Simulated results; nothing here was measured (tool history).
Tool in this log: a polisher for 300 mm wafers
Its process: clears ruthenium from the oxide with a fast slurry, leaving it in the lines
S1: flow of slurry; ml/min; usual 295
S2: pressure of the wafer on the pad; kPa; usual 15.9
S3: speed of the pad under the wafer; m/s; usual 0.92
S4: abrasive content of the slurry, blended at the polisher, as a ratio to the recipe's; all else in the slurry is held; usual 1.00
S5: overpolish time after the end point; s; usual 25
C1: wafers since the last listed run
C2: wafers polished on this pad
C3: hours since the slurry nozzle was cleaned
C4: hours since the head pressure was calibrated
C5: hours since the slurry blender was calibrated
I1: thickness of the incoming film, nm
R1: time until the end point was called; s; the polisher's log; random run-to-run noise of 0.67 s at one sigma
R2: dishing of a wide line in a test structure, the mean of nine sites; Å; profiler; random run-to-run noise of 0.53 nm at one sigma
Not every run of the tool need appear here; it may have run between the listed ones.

{"run": 1, "hour": 0.0, "S1": 295, "S2": 15.9, "S3": 0.92, "S4": 1.2, "S5": 25, "C1": 0, "C2": 2149, "C3": 95.1, "C4": 175.3, "C5": 234.5, "I1": 140.3, "R1": 46.2, "R2": 368}
{"run": 2, "hour": 56.7, "S1": 295, "S2": 15.9, "S3": 0.92, "S4": 1.0, "S5": 25, "C1": 448, "C2": 2597, "C3": 151.8, "C4": 232.0, "C5": 291.2, "I1": 139.0, "R1": 51.1, "R2": 346}
{"hour": 62.7, "done": "worn pad replaced by a new one"}
{"run": 3, "hour": 93.6, "S1": 295, "S2": 15.9, "S3": 0.92, "S4": 1.0, "S5": 25, "C1": 260, "C2": 244, "C3": 188.7, "C4": 268.9, "C5": 328.1, "I1": 137.3, "R1": 43.1, "R2": 370}
{"run": 4, "hour": 154.8, "S1": 295, "S2": 15.9, "S3": 0.92, "S4": 1.0, "S5": 35, "C1": 483, "C2": 728, "C3": 249.9, "C4": 330.1, "C5": 389.3, "I1": 139.8, "R1": 46.5, "R2": 399}
{"run": 5, "hour": 219.6, "S1": 295, "S2": 15.9, "S3": 0.92, "S4": 1.0, "S5": 25, "C1": 512, "C2": 1240, "C3": 314.7, "C4": 394.9, "C5": 454.1, "I1": 138.9, "R1": 49.8, "R2": 353}
{"run": 6, "hour": 251.7, "S1": 370, "S2": 13.1, "S3": 0.92, "S4": 1.0, "S5": 25, "C1": 253, "C2": 1494, "C3": 346.8, "C4": 427.0, "C5": 486.2, "I1": 138.0, "R1": 56.9, "R2": 329}
{"run": 7, "hour": 290.0, "S1": 370, "S2": 13.1, "S3": 0.92, "S4": 1.0, "S5": 25, "C1": 302, "C2": 1796, "C3": 385.1, "C4": 465.3, "C5": 524.5, "I1": 139.8, "R1": 59.2, "R2": 323}
{"hour": 306.6, "done": "slurry nozzle cleaned"}
{"hour": 315.6, "done": "slurry blender recalibrated"}
{"run": 8, "hour": 327.8, "S1": 295, "S2": 15.9, "S3": 0.92, "S4": 1.0, "S5": 25, "C1": 275, "C2": 2071, "C3": 21.2, "C4": 503.1, "C5": 12.2, "I1": 138.7, "R1": 45.8, "R2": 362}
{"run": 9, "hour": 367.2, "S1": 350, "S2": 15.9, "S3": 0.92, "S4": 1.0, "S5": 25, "C1": 311, "C2": 2383, "C3": 60.6, "C4": 542.5, "C5": 51.6, "I1": 139.4, "R1": 46.3, "R2": 350}
{"hour": 406.2, "done": "worn pad replaced by a new one"}
{"run": 10, "hour": 408.9, "S1": 295, "S2": 15.9, "S3": 1.06, "S4": 1.0, "S5": 25, "C1": 298, "C2": 21, "C3": 102.3, "C4": 584.2, "C5": 93.3, "I1": 141.8, "R1": 37.0, "R2": 401}
{"run": 11, "hour": 448.0, "S1": 345, "S2": 11.7, "S3": 0.92, "S4": 1.0, "S5": 25, "C1": 309, "C2": 330, "C3": 141.4, "C4": 623.3, "C5": 132.4, "I1": 139.7, "R1": 59.7, "R2": 316}
{"hour": 498.3, "done": "head pressure recalibrated"}
{"run": 12, "hour": 527.7, "S1": 295, "S2": 15.9, "S3": 0.92, "S4": 1.0, "S5": 25, "C1": 614, "C2": 944, "C3": 221.1, "C4": 29.4, "C5": 212.1, "I1": 141.4, "R1": 48.5, "R2": 349}
{"run": 13, "hour": 575.8, "S1": 295, "S2": 15.9, "S3": 0.72, "S4": 1.0, "S5": 25, "C1": 380, "C2": 1324, "C3": 269.2, "C4": 77.5, "C5": 260.2, "I1": 143.1, "R1": 63.4, "R2": 309}
{"hour": 605.4, "done": "slurry nozzle cleaned"}
{"run": 14, "hour": 624.7, "S1": 295, "S2": 15.9, "S3": 0.92, "S4": 1.0, "S5": 25, "C1": 378, "C2": 1703, "C3": 19.3, "C4": 126.4, "C5": 309.1, "I1": 141.3, "R1": 47.2, "R2": 354}
{"run": 15, "hour": 649.8, "S1": 295, "S2": 15.9, "S3": 1.04, "S4": 1.0, "S5": 35, "C1": 198, "C2": 1901, "C3": 44.4, "C4": 151.5, "C5": 334.2, "I1": 138.8, "R1": 40.3, "R2": 422}
{"hour": 709.5, "done": "worn pad replaced by a new one"}
{"run": 16, "hour": 717.4, "S1": 295, "S2": 17.9, "S3": 0.92, "S4": 1.0, "S5": 25, "C1": 502, "C2": 62, "C3": 112.0, "C4": 219.1, "C5": 401.8, "I1": 139.0, "R1": 38.5, "R2": 390}
{"run": 17, "hour": 765.3, "S1": 210, "S2": 17.9, "S3": 0.92, "S4": 1.2, "S5": 16, "C1": 378, "C2": 440, "C3": 159.9, "C4": 267.0, "C5": 449.7, "I1": 140.1, "R1": 41.2, "R2": 308}
{"hour": 788.6, "done": "slurry blender recalibrated"}
{"run": 18, "hour": 832.8, "S1": 350, "S2": 10.3, "S3": 0.64, "S4": 1.0, "S5": 25, "C1": 517, "C2": 958, "C3": 227.4, "C4": 334.5, "C5": 44.2, "I1": 138.6, "R1": 100.7, "R2": 220}
{"run": 19, "hour": 893.9, "S1": 295, "S2": 15.9, "S3": 0.92, "S4": 1.0, "S5": 25, "C1": 482, "C2": 1441, "C3": 288.5, "C4": 395.6, "C5": 105.3, "I1": 139.1, "R1": 48.4, "R2": 339}
{"run": 20, "hour": 960.2, "S1": 295, "S2": 15.9, "S3": 0.92, "S4": 1.0, "S5": 25, "C1": 524, "C2": 1965, "C3": 354.8, "C4": 461.9, "C5": 171.6, "I1": 141.0, "R1": 50.9, "R2": 351}
{"hour": 983.9, "done": "slurry nozzle cleaned"}
{"run": 21, "hour": 1067.4, "S1": 295, "S2": 15.9, "S3": 0.92, "S4": 1.0, "S5": 25, "C1": 839, "C2": 2805, "C3": 83.5, "C4": 569.1, "C5": 278.8, "I1": 142.5, "R1": 49.0, "R2": 352}
{"hour": 1078.0, "done": "worn pad replaced by a new one"}
{"run": 22, "hour": 1130.0, "S1": 295, "S2": 15.9, "S3": 0.92, "S4": 1.0, "S5": 34, "C1": 463, "C2": 410, "C3": 146.1, "C4": 631.7, "C5": 341.4, "I1": 140.2, "R1": 44.7, "R2": 406}
{"run": 23, "hour": 1174.4, "S1": 295, "S2": 15.9, "S3": 0.92, "S4": 1.0, "S5": 25, "C1": 350, "C2": 761, "C3": 190.5, "C4": 676.1, "C5": 385.8, "I1": 140.6, "R1": 47.9, "R2": 362}
{"hour": 1206.2, "done": "slurry blender recalibrated"}
{"hour": 1217.2, "done": "head pressure recalibrated"}
{"run": 24, "hour": 1222.7, "S1": 295, "S2": 20.0, "S3": 0.82, "S4": 1.0, "S5": 25, "C1": 350, "C2": 1112, "C3": 238.8, "C4": 5.5, "C5": 16.5, "I1": 138.8, "R1": 43.9, "R2": 368}
{"run": 25, "hour": 1275.6, "S1": 380, "S2": 15.9, "S3": 0.92, "S4": 1.0, "S5": 32, "C1": 418, "C2": 1530, "C3": 291.7, "C4": 58.4, "C5": 69.4, "I1": 140.2, "R1": 46.9, "R2": 393}
{"run": 26, "hour": 1319.7, "S1": 295, "S2": 13.8, "S3": 1.1, "S4": 1.15, "S5": 25, "C1": 348, "C2": 1878, "C3": 335.8, "C4": 102.5, "C5": 113.5, "I1": 137.0, "R1": 45.2, "R2": 365}
{"run": 27, "hour": 1351.8, "S1": 295, "S2": 15.9, "S3": 0.92, "S4": 1.0, "S5": 25, "C1": 253, "C2": 2132, "C3": 367.9, "C4": 134.6, "C5": 145.6, "I1": 138.8, "R1": 50.1, "R2": 347}
{"hour": 1356.0, "done": "slurry nozzle cleaned"}
{"run": 28, "hour": 1390.2, "S1": 295, "S2": 15.9, "S3": 0.92, "S4": 1.0, "S5": 25, "C1": 295, "C2": 2428, "C3": 34.2, "C4": 173.0, "C5": 184.0, "I1": 138.6, "R1": 47.1, "R2": 355}

Alternative continuations, all from the tool just after run 28; predict every row:
{"run": "A", "hour": 1390.6, "S1": 355, "S2": 15.9, "S3": 0.92, "S4": 1.0, "S5": 25, "C1": 3, "C2": 2431, "C3": 34.6, "C4": 173.4, "C5": 184.4, "I1": 142.4, "R1": "?", "R2": "?"}
{"run": "B", "hour": 1390.6, "S1": 230, "S2": 15.9, "S3": 1.08, "S4": 1.0, "S5": 25, "C1": 3, "C2": 2431, "C3": 34.6, "C4": 173.4, "C5": 184.4, "I1": 142.4, "R1": "?", "R2": "?"}
{"run": "C", "hour": 1390.6, "S1": 295, "S2": 15.9, "S3": 0.92, "S4": 1.1, "S5": 25, "C1": 3, "C2": 2431, "C3": 34.6, "C4": 173.4, "C5": 184.4, "I1": 142.4, "R1": "?", "R2": "?"}
{"run": "D", "hour": 1390.6, "S1": 235, "S2": 15.9, "S3": 1.12, "S4": 1.0, "S5": 25, "C1": 3, "C2": 2431, "C3": 34.6, "C4": 173.4, "C5": 184.4, "I1": 142.4, "R1": "?", "R2": "?"}

run=A R1=48.3 R2=356
run=B R1=43.5 R2=373
run=C R1=47.8 R2=358
run=D R1=41.8 R2=379
Had the tool no hidden state, the same runs would have come out as:
run=A R1=41.8 R2=379
run=B R1=37.3 R2=396
run=C R1=41.2 R2=381
run=D R1=35.9 R2=402

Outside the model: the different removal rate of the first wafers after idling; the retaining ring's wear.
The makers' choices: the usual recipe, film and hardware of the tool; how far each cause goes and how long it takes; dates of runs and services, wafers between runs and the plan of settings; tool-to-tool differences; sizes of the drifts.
